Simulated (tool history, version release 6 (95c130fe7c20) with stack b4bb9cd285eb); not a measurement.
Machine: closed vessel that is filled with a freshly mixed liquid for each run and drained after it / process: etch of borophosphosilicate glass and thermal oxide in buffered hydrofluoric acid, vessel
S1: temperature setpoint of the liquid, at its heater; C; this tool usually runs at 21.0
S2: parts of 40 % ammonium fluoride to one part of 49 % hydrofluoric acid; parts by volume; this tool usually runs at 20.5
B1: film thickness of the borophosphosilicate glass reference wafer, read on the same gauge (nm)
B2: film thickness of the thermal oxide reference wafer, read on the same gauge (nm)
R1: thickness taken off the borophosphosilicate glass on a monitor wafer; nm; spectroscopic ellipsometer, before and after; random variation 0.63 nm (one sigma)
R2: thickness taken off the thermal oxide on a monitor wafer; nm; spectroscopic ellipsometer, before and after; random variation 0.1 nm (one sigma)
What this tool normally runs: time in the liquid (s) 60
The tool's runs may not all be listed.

{"run": 1, "hour": 0.0, "S1": 21.0, "S2": 17.5, "time in the liquid (s)": 60, "B1": 120.03, "B2": 40.0, "R1": 81.78, "R2": 32.78}
{"run": 2, "hour": 97.6, "S1": 21.0, "S2": 17.5, "time in the liquid (s)": 60, "B1": 120.01, "B2": 40.01, "R1": 81.34, "R2": 33.04}
{"run": 3, "hour": 146.0, "S1": 21.0, "S2": 20.5, "time in the liquid (s)": 60, "B1": 120.0, "B2": 39.99, "R1": 69.2, "R2": 28.64}
{"run": 4, "hour": 197.8, "S1": 21.0, "S2": 20.5, "time in the liquid (s)": 60, "B1": 119.97, "B2": 40.0, "R1": 71.15, "R2": 28.4}
{"run": 5, "hour": 239.8, "S1": 21.0, "S2": 20.5, "time in the liquid (s)": 60, "B1": 120.0, "B2": 40.0, "R1": 70.09, "R2": 28.45}
{"run": 6, "hour": 323.4, "S1": 21.0, "S2": 20.5, "time in the liquid (s)": 60, "B1": 119.98, "B2": 40.01, "R1": 69.2, "R2": 28.54}
{"run": 7, "hour": 384.1, "S1": 21.0, "S2": 20.5, "time in the liquid (s)": 60, "B1": 119.97, "B2": 40.01, "R1": 71.27, "R2": 28.57}
{"hour": 632.0, "done": "hydrofluoric acid flow meter replaced"}
{"run": 8, "hour": 637.2, "S1": 21.0, "S2": 26.5, "time in the liquid (s)": 60, "B1": 120.02, "B2": 40.0, "R1": 58.79, "R2": 24.16}
{"run": 9, "hour": 685.3, "S1": 21.0, "S2": 20.5, "time in the liquid (s)": 60, "B1": 119.97, "B2": 40.01, "R1": 71.03, "R2": 28.76}
{"run": 10, "hour": 776.5, "S1": 19.0, "S2": 28.5, "time in the liquid (s)": 40, "B1": 119.99, "B2": 40.01, "R1": 33.59, "R2": 13.7}
{"run": 11, "hour": 884.3, "S1": 25.5, "S2": 24.0, "time in the liquid (s)": 40, "B1": 119.98, "B2": 39.99, "R1": 54.78, "R2": 22.15}
{"run": 12, "hour": 928.9, "S1": 25.5, "S2": 23.5, "time in the liquid (s)": 95, "B1": 120.02, "B2": 40.03, "R1": 130.97, "R2": 53.33}
{"run": 13, "hour": 1007.9, "S1": 21.0, "S2": 16.5, "time in the liquid (s)": 60, "B1": 120.01, "B2": 40.0, "R1": 88.15, "R2": 35.8}
{"run": 14, "hour": 1102.9, "S1": 22.5, "S2": 16.0, "time in the liquid (s)": 85, "B1": 120.04, "B2": 39.99, "R1": 140.32, "R2": 56.48}
{"run": 15, "hour": 1159.0, "S1": 25.0, "S2": 20.5, "time in the liquid (s)": 60, "B1": 119.95, "B2": 40.01, "R1": 90.55, "R2": 36.35}
{"hour": 1236.4, "done": "gauge calibrated"}
{"hour": 1241.7, "done": "thermometer replaced"}
{"run": 16, "hour": 1242.2, "S1": 23.5, "S2": 18.0, "time in the liquid (s)": 60, "B1": 119.98, "B2": 40.0, "R1": 89.77, "R2": 36.43}
{"run": 17, "hour": 1297.1, "S1": 21.0, "S2": 20.5, "time in the liquid (s)": 60, "B1": 120.0, "B2": 40.0, "R1": 70.19, "R2": 28.26}
{"run": 18, "hour": 1358.2, "S1": 21.0, "S2": 28.0, "time in the liquid (s)": 75, "B1": 119.96, "B2": 40.01, "R1": 70.11, "R2": 28.42}
{"run": 19, "hour": 1463.0, "S1": 21.0, "S2": 20.5, "time in the liquid (s)": 60, "B1": 119.99, "B2": 39.98, "R1": 69.87, "R2": 28.1}
{"run": 20, "hour": 1534.6, "S1": 24.0, "S2": 20.5, "time in the liquid (s)": 80, "B1": 119.99, "B2": 39.98, "R1": 110.08, "R2": 44.91}
{"run": 21, "hour": 1595.3, "S1": 21.0, "S2": 20.5, "time in the liquid (s)": 60, "B1": 120.0, "B2": 40.01, "R1": 70.02, "R2": 28.4}
{"run": 22, "hour": 1674.4, "S1": 17.0, "S2": 25.0, "time in the liquid (s)": 60, "B1": 119.99, "B2": 40.0, "R1": 49.23, "R2": 19.92}
{"run": 23, "hour": 1756.0, "S1": 24.5, "S2": 27.0, "time in the liquid (s)": 45, "B1": 119.99, "B2": 39.99, "R1": 52.63, "R2": 21.38}
{"run": 24, "hour": 1845.1, "S1": 18.5, "S2": 20.5, "time in the liquid (s)": 60, "B1": 120.0, "B2": 40.0, "R1": 61.08, "R2": 24.84}
{"run": 25, "hour": 1895.2, "S1": 18.5, "S2": 20.5, "time in the liquid (s)": 60, "B1": 120.01, "B2": 40.0, "R1": 61.96, "R2": 24.81}
{"hour": 1989.6, "done": "hydrofluoric acid flow meter replaced"}
{"run": 26, "hour": 1998.9, "S1": 24.0, "S2": 14.5, "time in the liquid (s)": 75, "B1": 119.97, "B2": 39.98, "R1": 142.49, "R2": 59.34}

Difference, measured minus no-hidden-state, one row per run. Run-to-run variation is common to both terms; the gauge's own scatter need not be:
The hidden state here: liquid hotter than its thermometer reads (K); hydrofluoric acid flow below the setpoint (%); gauge reads high (%).
run=1 R1=+0.72 R2=+0.30
run=2 R1=+0.94 R2=+0.38
run=3 R1=+0.91 R2=+0.38
run=4 R1=+1.01 R2=+0.41
run=5 R1=+1.08 R2=+0.44
run=6 R1=+1.22 R2=+0.50
run=7 R1=+1.36 R2=+0.55
run=8 R1=+1.54 R2=+0.64
run=9 R1=+1.93 R2=+0.79
run=10 R1=+1.00 R2=+0.41
run=11 R1=+1.74 R2=+0.71
run=12 R1=+4.30 R2=+1.76
run=13 R1=+3.14 R2=+1.29
run=14 R1=+5.25 R2=+2.14
run=15 R1=+3.49 R2=+1.41
run=16 R1=+0.29 R2=+0.12
run=17 R1=+0.35 R2=+0.14
run=18 R1=+0.47 R2=+0.19
run=19 R1=+0.65 R2=+0.26
run=20 R1=+1.24 R2=+0.51
run=21 R1=+0.93 R2=+0.37
run=22 R1=+0.78 R2=+0.32
run=23 R1=+0.91 R2=+0.37
run=24 R1=+1.22 R2=+0.50
run=25 R1=+1.31 R2=+0.53
run=26 R1=+3.27 R2=+1.37
